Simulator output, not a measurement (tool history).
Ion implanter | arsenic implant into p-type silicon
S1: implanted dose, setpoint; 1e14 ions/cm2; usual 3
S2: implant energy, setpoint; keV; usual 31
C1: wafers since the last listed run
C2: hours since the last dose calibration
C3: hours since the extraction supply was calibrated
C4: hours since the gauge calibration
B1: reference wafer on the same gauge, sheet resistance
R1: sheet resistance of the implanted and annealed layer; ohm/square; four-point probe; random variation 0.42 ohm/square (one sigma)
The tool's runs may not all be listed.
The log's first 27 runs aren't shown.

run,hour,S1,S2,C1,C2,C3,C4,B1,R1
28,1591.6,3,31,1003,146.6,364.4,573.3,231.95,280.7
29,1655.5,3,31,1277,210.5,428.3,637.2,231.97,279.29
30,1860.4,3.58,23,4096,415.4,633.2,842.1,232.18,255.87
31,1924.8,3,24,1287,479.8,697.6,906.5,232.04,289.5
32,1949,3.7,31,483,504,721.8,930.7,231.93,239.23
# hour 1990: Faraday cup replaced and dose calibrated
33,1990.5,2.28,27,669,0.5,763.3,972.2,231.98,353.69
34,2025.9,3,31,707,35.9,798.7,1007.6,232.13,283.5
35,2066.1,3,31,803,76.1,838.9,1047.8,232.07,282.39
36,2135.8,2.21,35.5,1393,145.8,908.6,1117.5,231.91,344.56
37,2204.7,2.51,35.5,1377,214.7,977.5,1186.4,232.1,312.94

4 ways to go on from here, each from the tool as it stands after run 37. What would each give?
A,2205.1,3,26,7,215.1,977.9,1186.8,?,?
B,2205.1,3.9,20.5,7,215.1,977.9,1186.8,?,?
C,2205.1,3.86,22.5,7,215.1,977.9,1186.8,?,?
D,2205.1,2.16,41,7,215.1,977.9,1186.8,?,?

run,B1,R1
A,231.98,288.34
B,231.98,245.09
C,231.98,243.89
D,231.98,341.93
Without the tool's hidden state the same runs would have given:
run,R1
A,290.68
B,247.06
C,245.86
D,344.59
